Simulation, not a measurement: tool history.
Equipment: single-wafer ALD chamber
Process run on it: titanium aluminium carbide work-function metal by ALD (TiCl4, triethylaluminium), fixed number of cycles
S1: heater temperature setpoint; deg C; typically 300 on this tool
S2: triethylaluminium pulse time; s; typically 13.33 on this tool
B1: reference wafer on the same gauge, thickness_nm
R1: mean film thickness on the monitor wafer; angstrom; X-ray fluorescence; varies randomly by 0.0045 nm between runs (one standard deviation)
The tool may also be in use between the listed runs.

run 1 hour=0 | S1=300 S2=12.19 | B1=2.032 | R1=18.01
run 2 hour=12.1 | S1=300 S2=12.19 | B1=2.029 | R1=18.05
run 3 hour=23.2 | S1=300 S2=11.68 | B1=2.031 | R1=18
run 4 hour=35.1 | S1=300 S2=11.68 | B1=2.028 | R1=18.11
run 5 hour=42.2 | S1=300 S2=17.09 | B1=2.03 | R1=18.35
run 6 hour=54.3 | S1=300 S2=17.09 | B1=2.03 | R1=18.25
-- hour=66.6 showerhead replaced
run 7 hour=67.1 | S1=300 S2=17.09 | B1=2.03 | R1=18.26
run 8 hour=74.3 | S1=305 S2=15.72 | B1=2.03 | R1=18.76
run 9 hour=81.8 | S1=300 S2=13.33 | B1=2.03 | R1=18.13
-- hour=104.6 triethylaluminium bottle replaced
-- hour=104.8 gauge calibrated
-- hour=111.5 thermocouple changed; heater temperature recalibrated
run 10 hour=112 | S1=291 S2=16.03 | B1=2.029 | R1=17.38
run 11 hour=112.3 | S1=291 S2=8.82 | B1=2.031 | R1=16.84
run 12 hour=122.9 | S1=300 S2=8.55 | B1=2.03 | R1=17.52
run 13 hour=132.3 | S1=311 S2=13.33 | B1=2.029 | R1=19.14
run 14 hour=146.2 | S1=312 S2=13.33 | B1=2.029 | R1=19.25
run 15 hour=158.4 | S1=300 S2=13.33 | B1=2.032 | R1=18.11
run 16 hour=168.8 | S1=288 S2=17.64 | B1=2.029 | R1=17.17

Exercise: give the hidden state of the tool at every run:
wafer temperature above the value expected at the setpoint (K): 0 at every run
triethylaluminium dose above that of a fresh bottle (%): 0 at every run
gauge reads high (%): 0 at every run
